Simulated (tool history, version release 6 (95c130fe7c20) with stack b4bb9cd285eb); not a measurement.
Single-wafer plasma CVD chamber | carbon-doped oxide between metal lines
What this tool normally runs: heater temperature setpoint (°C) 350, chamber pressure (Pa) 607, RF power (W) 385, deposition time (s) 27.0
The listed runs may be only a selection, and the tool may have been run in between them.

run,day,heater temperature setpoint (°C),chamber pressure (Pa),RF power (W),deposition time (s),wafers since the last listed run,hours since the last thermocouple change,hours since the last RF generator calibration,hours since the last manometer calibration,hours since the showerhead was replaced,hours since the gauge calibration,"read-back reference wafer on the same gauge, thickness_nm",mean film thickness on the monitor wafer (angstrom)
1,0.000,350,607,385,27.0,0,2328.5,857.5,2157.2,1736.4,604.1,114.086,1108.60
2,1.217,350,607,385,27.0,593,2357.7,886.7,2186.4,1765.6,633.3,113.941,1108.35
3,2.300,350,607,335,24.5,528,2383.7,912.7,2212.4,1791.6,659.3,113.933,924.23
4,3.742,350,607,335,24.5,703,2418.3,947.3,2247.0,1826.2,693.9,114.017,925.79
5,5.575,350,607,385,30.2,894,2462.3,991.3,2291.0,1870.2,737.9,114.005,1241.77
6,8.125,350,607,385,30.2,1243,2523.5,1052.5,2352.2,1931.4,799.1,113.958,1241.62
7,10.312,350,607,385,30.2,1066,2576.0,1105.0,2404.7,1983.9,851.6,113.995,1242.18
8,11.842,350,607,425,27.0,745,2612.7,1141.7,2441.4,2020.6,888.3,113.935,1179.57
9,13.396,350,607,425,27.0,757,2650.0,1179.0,2478.7,2057.9,925.6,113.979,1181.51
10,15.921,350,607,425,27.0,1231,2710.6,1239.6,2539.3,2118.5,986.2,114.036,1181.72
11,17.129,339,607,350,27.0,589,2739.6,1268.6,2568.3,2147.5,1015.2,114.115,1090.26
12,19.279,339,607,350,27.0,1048,2791.2,1320.2,2619.9,2199.1,1066.8,113.960,1089.59
13,21.667,339,607,350,27.0,1164,2848.5,1377.5,2677.2,2256.4,1124.1,113.993,1094.63
# day 23.033: showerhead replaced
# day 23.367: thermocouple changed; heater temperature recalibrated
14,24.650,350,607,435,27.0,1130,30.8,1449.1,2748.8,38.8,1195.7,114.041,1174.86
15,26.846,350,607,385,27.0,1070,83.5,1501.8,2801.5,91.5,1248.4,114.011,1091.93
# day 27.950: capacitance manometer re-zeroed and calibrated
# day 29.154: gauge calibrated
16,29.408,350,607,460,27.0,1087,145.0,1563.3,35.0,153.0,6.1,113.985,1218.11
17,32.096,342,607,385,24.0,1310,209.5,1627.8,99.5,217.5,70.6,114.118,1000.38
18,34.654,350,607,385,27.0,1247,270.9,1689.2,160.9,278.9,132.0,114.030,1087.67
# day 35.512: RF generator calibrated
19,37.288,344,485,385,27.0,1121,334.1,42.6,224.1,342.1,195.2,114.078,1108.95
20,39.833,350,755,365,28.8,1241,395.2,103.7,285.2,403.2,256.3,113.970,1171.35
21,42.729,350,525,385,30.2,1412,464.7,173.2,354.7,472.7,325.8,113.972,1220.86
22,45.592,355,607,385,27.0,1395,533.4,241.9,423.4,541.4,394.5,113.936,1088.67
23,48.125,363,607,365,25.6,1235,594.2,302.7,484.2,602.2,455.3,113.886,975.03
24,49.288,350,607,310,27.0,566,622.1,330.6,512.1,630.1,483.2,114.008,966.64
25,50.354,350,607,415,27.0,520,647.7,356.2,537.7,655.7,508.8,114.051,1154.35
26,51.383,350,607,385,23.4,501,672.4,380.9,562.4,680.4,533.5,113.971,957.58
27,52.875,350,607,385,27.0,727,708.2,416.7,598.2,716.2,569.3,114.067,1102.78
28,55.321,363,501,385,30.9,1192,766.9,475.4,656.9,774.9,628.0,114.051,1186.91

Some steps in mean film thickness on the monitor wafer (angstrom) between neighbouring runs. How much of each would the tool show without its hidden state too (settings, what came in, random variation), and how much is left for the hidden state, with any gauge scatter that isn't in both results?
Hidden conditions of the tool in this case: wafer temperature above the value expected at the setpoint (K); delivered RF power above the setpoint (%); true pressure above the setpoint (%); gauge reads high (%).
Run 4 -> 5: RF power (W) 335 -> 385, deposition time (s) 24.5 -> 30.2. mean film thickness on the monitor wafer (angstrom) +315.98: hidden state -1.29, all else +317.27.
Run 13 -> 14: heater temperature setpoint (°C) 339 -> 350, RF power (W) 350 -> 435, showerhead replaced, thermocouple changed; heater temperature recalibrated. mean film thickness on the monitor wafer (angstrom) +80.23: hidden state -25.41, all else +105.64.
Run 16 -> 17: heater temperature setpoint (°C) 350 -> 342, RF power (W) 460 -> 385, deposition time (s) 27.0 -> 24.0. mean film thickness on the monitor wafer (angstrom) -217.73: hidden state +3.60, all else -221.33.
Run 18 -> 19: heater temperature setpoint (°C) 350 -> 344, chamber pressure (Pa) 607 -> 485, RF generator calibrated. mean film thickness on the monitor wafer (angstrom) +21.28: hidden state +19.36, all else +1.92.

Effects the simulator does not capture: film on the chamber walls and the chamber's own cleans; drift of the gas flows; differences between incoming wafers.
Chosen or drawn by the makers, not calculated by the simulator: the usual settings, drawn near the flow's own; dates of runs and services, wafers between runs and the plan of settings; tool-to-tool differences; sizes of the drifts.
